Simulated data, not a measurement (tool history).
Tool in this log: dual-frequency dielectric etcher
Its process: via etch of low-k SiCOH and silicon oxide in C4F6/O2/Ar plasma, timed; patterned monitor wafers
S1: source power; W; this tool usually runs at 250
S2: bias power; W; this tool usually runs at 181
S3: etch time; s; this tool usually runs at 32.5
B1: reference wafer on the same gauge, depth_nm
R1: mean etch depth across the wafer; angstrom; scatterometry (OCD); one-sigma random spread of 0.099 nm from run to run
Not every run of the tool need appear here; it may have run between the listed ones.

| run | hour | S1 | S2 | S3 | B1 | R1 |
|---|---|---|---|---|---|---|
| 1 | 0.0 | 250 | 181 | 32.5 | 71.1 | 640 |
| 2 | 102.2 | 250 | 181 | 32.5 | 71.0 | 642 |
| 3 | 146.3 | 250 | 181 | 32.5 | 71.0 | 640 |
| 4 | 186.0 | 250 | 181 | 32.5 | 71.0 | 640 |
|  | 233.1 | wet clean of the chamber |
| 5 | 235.2 | 250 | 181 | 40.0 | 71.0 | 784 |
| 6 | 326.2 | 250 | 181 | 40.0 | 71.0 | 787 |
| 7 | 406.0 | 250 | 181 | 40.0 | 71.0 | 785 |
|  | 476.5 | source power generator calibrated |
| 8 | 507.5 | 270 | 192 | 32.5 | 71.0 | 684 |
|  | 539.3 | gauge calibrated |
| 9 | 549.5 | 250 | 181 | 32.5 | 71.0 | 649 |
| 10 | 667.0 | 300 | 181 | 42.5 | 71.0 | 905 |
|  | 761.7 | bias power generator calibrated |
|  | 782.7 | upper electrode replaced |
|  | 838.7 | wet clean of the chamber |
| 11 | 910.7 | 230 | 147 | 26.5 | 71.0 | 480 |
| 12 | 949.5 | 250 | 181 | 32.5 | 71.0 | 658 |
| 13 | 1011.8 | 250 | 163 | 23.0 | 71.0 | 448 |
| 14 | 1071.4 | 290 | 149 | 30.0 | 71.0 | 593 |
| 15 | 1121.8 | 200 | 164 | 37.0 | 71.0 | 667 |

Consider 4 possible next runs. They are alternatives, not a sequence: every one starts from the tool as it was left by run 15. What does each give?
| A | 1122.2 | 250 | 181 | 32.5 | ? | ? |
| B | 1122.2 | 250 | 148 | 35.5 | ? | ? |
| C | 1122.2 | 270 | 209 | 29.0 | ? | ? |
| D | 1122.2 | 250 | 214 | 32.5 | ? | ? |

| run | B1 | R1 |
|---|---|---|
| A | 71.0 | 656 |
| B | 71.0 | 663 |
| C | 71.0 | 637 |
| D | 71.0 | 701 |
With the hidden condition removed and each run's random variation left untouched, the same runs would have given:
| run | R1 |
|---|---|
| A | 659 |
| B | 666 |
| C | 639 |
| D | 703 |
